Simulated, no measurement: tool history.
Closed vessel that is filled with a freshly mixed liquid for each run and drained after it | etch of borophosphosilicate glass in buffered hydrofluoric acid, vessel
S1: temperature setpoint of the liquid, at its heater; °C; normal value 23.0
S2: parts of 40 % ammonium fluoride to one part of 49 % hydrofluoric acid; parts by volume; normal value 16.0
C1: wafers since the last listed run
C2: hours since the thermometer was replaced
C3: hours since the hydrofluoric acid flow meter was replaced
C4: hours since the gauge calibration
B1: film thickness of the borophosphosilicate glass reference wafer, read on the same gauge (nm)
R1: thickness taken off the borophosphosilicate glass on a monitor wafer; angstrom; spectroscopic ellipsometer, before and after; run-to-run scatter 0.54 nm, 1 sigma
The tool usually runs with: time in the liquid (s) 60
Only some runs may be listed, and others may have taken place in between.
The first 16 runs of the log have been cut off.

Run 17, hour 374.8: usual settings but S2 12.5 parts by volume, time in the liquid (s) 75; C1 1461; C2 97.7; C3 154.3; C4 137.7; B1 110.00. Result: R1 1398.8 angstrom.
Run 18, hour 387.1: usual settings but S1 18.5 °C, S2 19.0 parts by volume, time in the liquid (s) 90; C1 956; C2 110.0; C3 166.6; C4 150.0; B1 110.04. Result: R1 854.6 angstrom.
Run 19, hour 410.0: usual settings but S1 25.5 °C, S2 22.5 parts by volume, time in the liquid (s) 75; C1 1780; C2 132.9; C3 189.5; C4 172.9; B1 110.01. Result: R1 918.6 angstrom.
Run 20, hour 430.6: usual settings; C1 1601; C2 153.5; C3 210.1; C4 193.5; B1 109.99. Result: R1 859.8 angstrom.
Run 21, hour 528.6: usual settings but S1 20.0 °C, time in the liquid (s) 90; C1 7619; C2 251.5; C3 308.1; C4 291.5; B1 109.99. Result: R1 1103.9 angstrom.
Run 22, hour 543.5: usual settings but S2 18.5 parts by volume, time in the liquid (s) 70; C1 1158; C2 266.4; C3 323.0; C4 306.4; B1 109.97. Result: R1 877.0 angstrom.
Run 23, hour 575.2: usual settings; C1 2464; C2 298.1; C3 354.7; C4 338.1; B1 109.99. Result: R1 864.8 angstrom.
Run 24, hour 592.5: usual settings; C1 1344; C2 315.4; C3 372.0; C4 355.4; B1 110.02. Result: R1 865.5 angstrom.
Run 25, hour 607.8: usual settings but S1 20.5 °C, S2 13.5 parts by volume, time in the liquid (s) 70; C1 1189; C2 330.7; C3 387.3; C4 370.7; B1 109.97. Result: R1 1044.2 angstrom.
Run 26, hour 628.7: usual settings but S1 20.5 °C; C1 1624; C2 351.6; C3 408.2; C4 391.6; B1 110.01. Result: R1 752.3 angstrom.
At hour 656.2: gauge calibrated.
Run 27, hour 659.2: usual settings but S1 25.0 °C, S2 18.5 parts by volume, time in the liquid (s) 90; C1 2371; C2 382.1; C3 438.7; C4 3.0; B1 110.03. Result: R1 1233.9 angstrom.
Run 28, hour 691.9: usual settings but S2 20.5 parts by volume, time in the liquid (s) 35; C1 2542; C2 414.8; C3 471.4; C4 35.7; B1 109.97. Result: R1 392.6 angstrom.
Run 29, hour 713.1: usual settings; C1 1648; C2 436.0; C3 492.6; C4 56.9; B1 110.01. Result: R1 860.4 angstrom.
Run 30, hour 738.6: usual settings; C1 1982; C2 461.5; C3 518.1; C4 82.4; B1 109.97. Result: R1 863.2 angstrom.

5 options for the next run, each taken on its own from the tool as it stands now. Forecast them:
Run A, hour 739.3: usual settings but S1 25.0 °C; C1 54; C2 462.2; C3 518.8; C4 83.1; B1 ?. Result: R1 ?.
Run B, hour 739.3: usual settings but S1 19.5 °C, S2 11.5 parts by volume; C1 54; C2 462.2; C3 518.8; C4 83.1; B1 ?. Result: R1 ?.
Run C, hour 739.3: usual settings but S1 20.0 °C, S2 11.0 parts by volume, time in the liquid (s) 35; C1 54; C2 462.2; C3 518.8; C4 83.1; B1 ?. Result: R1 ?.
Run D, hour 739.3: usual settings but S1 26.0 °C, S2 10.0 parts by volume, time in the liquid (s) 80; C1 54; C2 462.2; C3 518.8; C4 83.1; B1 ?. Result: R1 ?.
Run E, hour 739.3: usual settings but S1 21.5 °C, S2 12.5 parts by volume, time in the liquid (s) 95; C1 54; C2 462.2; C3 518.8; C4 83.1; B1 ?. Result: R1 ?.

run      B1      R1
  A  110.00   952.9
  B  110.00   976.3
  C  110.00   611.8
  D  110.00  2128.6
  E  110.00  1590.7
What these runs would have given with no unlogged condition in the tool:
run      R1
  A   980.5
  B  1005.5
  C   630.0
  D  2189.6
  E  1637.6

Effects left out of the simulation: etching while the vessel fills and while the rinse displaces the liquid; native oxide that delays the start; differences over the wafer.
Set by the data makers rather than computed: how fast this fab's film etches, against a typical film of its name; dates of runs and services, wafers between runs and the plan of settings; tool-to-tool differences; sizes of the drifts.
